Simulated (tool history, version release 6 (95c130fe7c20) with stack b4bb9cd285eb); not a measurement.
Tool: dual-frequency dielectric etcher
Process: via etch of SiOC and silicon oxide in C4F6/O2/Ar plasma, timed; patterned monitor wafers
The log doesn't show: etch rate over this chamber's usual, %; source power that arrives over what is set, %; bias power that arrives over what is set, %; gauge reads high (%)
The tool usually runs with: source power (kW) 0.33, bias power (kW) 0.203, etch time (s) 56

run,day,source power (kW),bias power (kW),etch time (s),wafers since the last listed run,hours since the last wet clean,hours since the last source power generator calibration,hours since the last bias power generator calibration,hours since the last upper electrode change,hours since the gauge calibration,"read-back reference wafer on the same gauge, depth_nm",mean etch depth across the wafer (nm)
1,0,0.33,0.203,56,0,218.7,1033.2,2621.4,2812.7,1929.3,62.1,61.2
2,2.679,0.33,0.203,60,904,283,1097.5,2685.7,2877,1993.6,62.1,65.4
3,4.85,0.33,0.203,60,733,335.1,1149.6,2737.8,2929.1,2045.7,62.1,65.5
4,6.092,0.33,0.203,60,419,364.9,1179.4,2767.6,2958.9,2075.5,62.1,65.4
# day 7.471: wet clean of the chamber
# day 7.812: upper electrode replaced
5,9.017,0.33,0.203,56,535,37.1,1249.6,2837.8,28.9,2145.7,62.1,61.2
6,10.467,0.33,0.203,56,489,71.9,1284.4,2872.6,63.7,2180.5,62.1,61.4
# day 11.354: gauge calibrated
7,13,0.33,0.203,56,855,132.7,1345.2,2933.4,124.5,39.5,62.1,61.5
# day 15.292: bias power generator calibrated
8,15.312,0.33,0.203,56,724,188.2,1400.7,0.5,180,95,62.1,60.5
9,16.592,0.33,0.203,56,432,218.9,1431.4,31.2,210.7,125.7,62.1,60.6
10,18.062,0.33,0.203,56,496,254.2,1466.7,66.5,246,161,62.1,60.8
11,20.921,0.33,0.188,56,965,322.8,1535.3,135.1,314.6,229.6,62.1,59.3
12,23.008,0.39,0.159,48,705,372.9,1585.4,185.2,364.7,279.7,62.1,52
13,24.479,0.37,0.164,46.5,496,408.2,1620.7,220.5,400,315,62.1,50.1
14,26.246,0.33,0.222,62,596,450.6,1663.1,262.9,442.4,357.4,62.1,69.8
# day 28.875: wet clean of the chamber
15,29.225,0.33,0.223,56,668,8.4,1734.6,334.4,513.9,428.9,62.1,63.1
16,31.112,0.36,0.203,56,637,53.7,1779.9,379.7,559.2,474.2,62.1,63.6
17,33.708,0.33,0.203,41.5,876,116,1842.2,442,621.5,536.5,62.1,45.4
# day 35.404: source power generator calibrated
18,37.779,0.35,0.153,56,1318,213.7,57,539.7,719.2,634.2,62.1,56.9
19,39.929,0.33,0.203,56,726,265.3,108.6,591.3,770.8,685.8,62.1,60.6
20,41.671,0.4,0.171,50,588,307.1,150.4,633.1,812.6,727.6,62.1,55.4
21,43.142,0.33,0.179,71,496,342.4,185.7,668.4,847.9,762.9,62.1,73.7
22,44.633,0.33,0.203,56,503,378.2,221.5,704.2,883.7,798.7,62.1,60.4
# day 46.379: wet clean of the chamber
23,46.4,0.33,0.203,56,258,0.5,263.9,746.6,926.1,841.1,62.1,60.4
24,48.458,0.33,0.203,56,695,49.9,313.3,796,975.5,890.5,62.1,60.6
25,50.696,0.25,0.177,56,755,103.6,367,849.7,1029.2,944.2,62.1,51.4
26,59.483,0.29,0.24,56,2968,314.5,577.9,1060.6,1240.1,1155.1,62.1,60.9
27,60.817,0.37,0.156,40,450,346.5,609.9,1092.6,1272.1,1187.1,62.1,42
28,62.783,0.33,0.203,67.5,664,393.7,657.1,1139.8,1319.3,1234.3,62.1,73.4
# day 64.162: wet clean of the chamber
29,64.475,0.33,0.169,56,233,7.5,697.7,1180.4,1359.9,1274.9,62.1,57.5

Selected run-to-run steps in mean etch depth across the wafer (nm), each split into two signed amounts: the part the tool would show with no hidden state at all (from settings, incoming material and random variation), and the remainder, which goes to the hidden state together with any gauge scatter not common to the measured and the hidden-state-free results:
Run 7 -> 8: bias power generator calibrated. mean etch depth across the wafer (nm) -1: hidden state -1, all else +0.
Run 13 -> 14: source power (kW) 0.37 -> 0.33, bias power (kW) 0.164 -> 0.222, etch time (s) 46.5 -> 62. mean etch depth across the wafer (nm) +19.7: hidden state +0.5, all else +19.2.
Run 17 -> 18: source power (kW) 0.33 -> 0.35, bias power (kW) 0.203 -> 0.153, etch time (s) 41.5 -> 56, source power generator calibrated. mean etch depth across the wafer (nm) +11.5: hidden state -0.6, all else +12.1.
Run 27 -> 28: source power (kW) 0.37 -> 0.33, bias power (kW) 0.156 -> 0.203, etch time (s) 40 -> 67.5. mean etch depth across the wafer (nm) +31.4: hidden state +0.6, all else +30.8.

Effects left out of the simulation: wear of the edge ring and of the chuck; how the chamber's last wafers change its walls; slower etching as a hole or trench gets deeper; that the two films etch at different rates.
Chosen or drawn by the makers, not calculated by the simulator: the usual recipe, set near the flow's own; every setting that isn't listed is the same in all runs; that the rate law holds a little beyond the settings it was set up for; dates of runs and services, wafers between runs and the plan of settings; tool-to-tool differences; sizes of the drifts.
